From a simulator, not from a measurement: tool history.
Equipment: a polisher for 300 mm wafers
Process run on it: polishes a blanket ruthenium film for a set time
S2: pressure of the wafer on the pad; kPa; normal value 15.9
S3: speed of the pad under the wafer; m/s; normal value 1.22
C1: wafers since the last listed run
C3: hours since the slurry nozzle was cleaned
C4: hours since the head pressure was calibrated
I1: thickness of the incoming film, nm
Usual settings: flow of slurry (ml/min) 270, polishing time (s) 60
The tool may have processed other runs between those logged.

run 1 hour=0 | flow_of_slurry_(ml/min)=270 S2=18.6 S3=1.22 polishing_time_(s)=60 | C1=0 wafers_polished_on_this_pad=480 C3=255.4 C4=317.8 | I1=302.6 | film_removed_(nm)=115
run 2 hour=6 | flow_of_slurry_(ml/min)=270 S2=18.6 S3=1.22 polishing_time_(s)=60 | C1=46 wafers_polished_on_this_pad=526 C3=261.4 C4=323.8 | I1=301.9 | film_removed_(nm)=116.3
run 3 hour=13.6 | flow_of_slurry_(ml/min)=270 S2=18.6 S3=1.22 polishing_time_(s)=60 | C1=58 wafers_polished_on_this_pad=585 C3=269 C4=331.4 | I1=298.2 | film_removed_(nm)=115.8
run 4 hour=28.3 | flow_of_slurry_(ml/min)=300 S2=15.9 S3=1.22 polishing_time_(s)=60 | C1=112 wafers_polished_on_this_pad=698 C3=283.7 C4=346.1 | I1=296.1 | film_removed_(nm)=103.5
-- hour=30.4 slurry nozzle cleaned
-- hour=45 worn pad replaced by a new one
run 5 hour=45.5 | flow_of_slurry_(ml/min)=270 S2=15.9 S3=1.22 polishing_time_(s)=60 | C1=93 wafers_polished_on_this_pad=3 C3=15.1 C4=363.3 | I1=298.6 | film_removed_(nm)=102.5
run 6 hour=52.4 | flow_of_slurry_(ml/min)=270 S2=15.9 S3=1.22 polishing_time_(s)=60 | C1=53 wafers_polished_on_this_pad=56 C3=22 C4=370.2 | I1=300.8 | film_removed_(nm)=102.6
run 7 hour=66.1 | flow_of_slurry_(ml/min)=270 S2=15.9 S3=1.22 polishing_time_(s)=60 | C1=105 wafers_polished_on_this_pad=162 C3=35.7 C4=383.9 | I1=295 | film_removed_(nm)=103.5
run 8 hour=83.7 | flow_of_slurry_(ml/min)=270 S2=15.9 S3=1.22 polishing_time_(s)=60 | C1=135 wafers_polished_on_this_pad=297 C3=53.3 C4=401.5 | I1=301.4 | film_removed_(nm)=102.1
run 9 hour=96.6 | flow_of_slurry_(ml/min)=270 S2=15.9 S3=1.22 polishing_time_(s)=60 | C1=99 wafers_polished_on_this_pad=396 C3=66.2 C4=414.4 | I1=296.2 | film_removed_(nm)=103.1
run 10 hour=110.9 | flow_of_slurry_(ml/min)=320 S2=15.9 S3=1.22 polishing_time_(s)=60 | C1=109 wafers_polished_on_this_pad=506 C3=80.5 C4=428.7 | I1=296.8 | film_removed_(nm)=105.1
run 11 hour=120.2 | flow_of_slurry_(ml/min)=270 S2=15.9 S3=1.22 polishing_time_(s)=60 | C1=71 wafers_polished_on_this_pad=578 C3=89.8 C4=438 | I1=298.8 | film_removed_(nm)=103
run 12 hour=131.6 | flow_of_slurry_(ml/min)=270 S2=15.9 S3=1.22 polishing_time_(s)=60 | C1=87 wafers_polished_on_this_pad=665 C3=101.2 C4=449.4 | I1=298.7 | film_removed_(nm)=103.9
run 13 hour=138 | flow_of_slurry_(ml/min)=270 S2=15.9 S3=1.22 polishing_time_(s)=70 | C1=49 wafers_polished_on_this_pad=714 C3=107.6 C4=455.8 | I1=295.3 | film_removed_(nm)=118.3
-- hour=158.2 worn pad replaced by a new one
run 14 hour=158.7 | flow_of_slurry_(ml/min)=270 S2=15.9 S3=1.22 polishing_time_(s)=70 | C1=128 wafers_polished_on_this_pad=3 C3=128.3 C4=476.5 | I1=302 | film_removed_(nm)=120.9
run 15 hour=163.7 | flow_of_slurry_(ml/min)=270 S2=15.9 S3=1.22 polishing_time_(s)=49 | C1=38 wafers_polished_on_this_pad=42 C3=133.3 C4=481.5 | I1=296.5 | film_removed_(nm)=84.2
run 16 hour=170.8 | flow_of_slurry_(ml/min)=270 S2=15.9 S3=1.22 polishing_time_(s)=49 | C1=54 wafers_polished_on_this_pad=96 C3=140.4 C4=488.6 | I1=299.4 | film_removed_(nm)=86.3
run 17 hour=186.6 | flow_of_slurry_(ml/min)=270 S2=15.9 S3=1.22 polishing_time_(s)=49 | C1=121 wafers_polished_on_this_pad=217 C3=156.2 C4=504.4 | I1=303.3 | film_removed_(nm)=82.9
run 18 hour=203 | flow_of_slurry_(ml/min)=270 S2=15.9 S3=1.22 polishing_time_(s)=60 | C1=126 wafers_polished_on_this_pad=344 C3=172.6 C4=520.8 | I1=299 | film_removed_(nm)=102.8
run 19 hour=219.7 | flow_of_slurry_(ml/min)=270 S2=20.7 S3=0.86 polishing_time_(s)=60 | C1=128 wafers_polished_on_this_pad=472 C3=189.3 C4=537.5 | I1=301.5 | film_removed_(nm)=93.3
run 20 hour=235.3 | flow_of_slurry_(ml/min)=270 S2=13.8 S3=1.22 polishing_time_(s)=44 | C1=119 wafers_polished_on_this_pad=592 C3=204.9 C4=553.1 | I1=298.2 | film_removed_(nm)=68.3
run 21 hour=251.5 | flow_of_slurry_(ml/min)=270 S2=18.6 S3=1.22 polishing_time_(s)=60 | C1=124 wafers_polished_on_this_pad=716 C3=221.1 C4=569.3 | I1=301.9 | film_removed_(nm)=120.6
-- hour=260.1 worn pad replaced by a new one
-- hour=263.2 slurry nozzle cleaned
run 22 hour=265.4 | flow_of_slurry_(ml/min)=270 S2=15.9 S3=1.22 polishing_time_(s)=77 | C1=68 wafers_polished_on_this_pad=33 C3=2.2 C4=583.2 | I1=298.4 | film_removed_(nm)=135.4
-- hour=276.6 head pressure recalibrated
run 23 hour=278.6 | flow_of_slurry_(ml/min)=270 S2=13.8 S3=1.22 polishing_time_(s)=44 | C1=86 wafers_polished_on_this_pad=119 C3=15.4 C4=2 | I1=303.4 | film_removed_(nm)=73.6
run 24 hour=288.2 | flow_of_slurry_(ml/min)=360 S2=11 S3=1.56 polishing_time_(s)=69 | C1=73 wafers_polished_on_this_pad=192 C3=25 C4=11.6 | I1=299.7 | film_removed_(nm)=130.2
run 25 hour=302.8 | flow_of_slurry_(ml/min)=270 S2=15.9 S3=1.22 polishing_time_(s)=60 | C1=112 wafers_polished_on_this_pad=305 C3=39.6 C4=26.2 | I1=298 | film_removed_(nm)=114.2
run 26 hour=319.7 | flow_of_slurry_(ml/min)=270 S2=15.9 S3=0.94 polishing_time_(s)=77 | C1=129 wafers_polished_on_this_pad=434 C3=56.5 C4=43.1 | I1=301.4 | film_removed_(nm)=111.3
run 27 hour=333.5 | flow_of_slurry_(ml/min)=305 S2=15.9 S3=0.86 polishing_time_(s)=60 | C1=106 wafers_polished_on_this_pad=540 C3=70.3 C4=56.9 | I1=300.5 | film_removed_(nm)=79.2
-- hour=373.3 worn pad replaced by a new one
run 28 hour=381.3 | flow_of_slurry_(ml/min)=270 S2=15.9 S3=1.22 polishing_time_(s)=60 | C1=336 wafers_polished_on_this_pad=61 C3=118.1 C4=104.7 | I1=301.5 | film_removed_(nm)=114.9
run 29 hour=396.1 | flow_of_slurry_(ml/min)=245 S2=11.7 S3=0.9 polishing_time_(s)=60 | C1=113 wafers_polished_on_this_pad=174 C3=132.9 C4=119.5 | I1=296.2 | film_removed_(nm)=63
-- hour=400.8 head pressure recalibrated, repeated, since the last time left the tool worse
run 30 hour=412.7 | flow_of_slurry_(ml/min)=270 S2=20 S3=1.56 polishing_time_(s)=60 | C1=112 wafers_polished_on_this_pad=287 C3=149.5 C4=11.9 | I1=300.4 | film_removed_(nm)=159.6
run 31 hour=426.8 | flow_of_slurry_(ml/min)=320 S2=13.8 S3=1.22 polishing_time_(s)=60 | C1=108 wafers_polished_on_this_pad=395 C3=163.6 C4=26 | I1=300.6 | film_removed_(nm)=91.2
run 32 hour=444.2 | flow_of_slurry_(ml/min)=310 S2=15.9 S3=1.22 polishing_time_(s)=60 | C1=133 wafers_polished_on_this_pad=529 C3=181 C4=43.4 | I1=303.2 | film_removed_(nm)=102
run 33 hour=458.3 | flow_of_slurry_(ml/min)=190 S2=13.1 S3=0.98 polishing_time_(s)=71 | C1=108 wafers_polished_on_this_pad=637 C3=195.1 C4=57.5 | I1=303.7 | film_removed_(nm)=79.4
-- hour=474.4 worn pad replaced by a new one
run 34 hour=474.9 | flow_of_slurry_(ml/min)=245 S2=18.6 S3=0.92 polishing_time_(s)=40 | C1=96 wafers_polished_on_this_pad=3 C3=211.7 C4=74.1 | I1=304.3 | film_removed_(nm)=57.7
run 35 hour=483.9 | flow_of_slurry_(ml/min)=270 S2=15.9 S3=1.22 polishing_time_(s)=60 | C1=69 wafers_polished_on_this_pad=72 C3=220.7 C4=83.1 | I1=298.6 | film_removed_(nm)=101.9
run 36 hour=500.2 | flow_of_slurry_(ml/min)=270 S2=15.9 S3=1.22 polishing_time_(s)=49 | C1=125 wafers_polished_on_this_pad=198 C3=237 C4=99.4 | I1=297.7 | film_removed_(nm)=82.9
run 37 hour=510.7 | flow_of_slurry_(ml/min)=270 S2=15.9 S3=1.22 polishing_time_(s)=60 | C1=80 wafers_polished_on_this_pad=278 C3=247.5 C4=109.9 | I1=301.6 | film_removed_(nm)=98.1

Branching from run 37: 4 alternative next runs. What would each branch give?
run A hour=511.1 | flow_of_slurry_(ml/min)=315 S2=15.9 S3=1.22 polishing_time_(s)=60 | C1=3 wafers_polished_on_this_pad=281 C3=247.9 C4=110.3 | I1=300.5 | film_removed_(nm)=?
run B hour=511.1 | flow_of_slurry_(ml/min)=175 S2=11 S3=1.22 polishing_time_(s)=76 | C1=3 wafers_polished_on_this_pad=281 C3=247.9 C4=110.3 | I1=300.5 | film_removed_(nm)=?
run C hour=511.1 | flow_of_slurry_(ml/min)=200 S2=11 S3=1.22 polishing_time_(s)=78 | C1=3 wafers_polished_on_this_pad=281 C3=247.9 C4=110.3 | I1=300.5 | film_removed_(nm)=?
run D hour=511.1 | flow_of_slurry_(ml/min)=220 S2=15.9 S3=1.22 polishing_time_(s)=60 | C1=3 wafers_polished_on_this_pad=281 C3=247.9 C4=110.3 | I1=300.5 | film_removed_(nm)=?

run=A film_removed_(nm)=102.9
run=B film_removed_(nm)=94.1
run=C film_removed_(nm)=97.9
run=D film_removed_(nm)=100
Without the tool's unlogged condition, the same runs would have read:
run=A film_removed_(nm)=102
run=B film_removed_(nm)=93.3
run=C film_removed_(nm)=97
run=D film_removed_(nm)=99
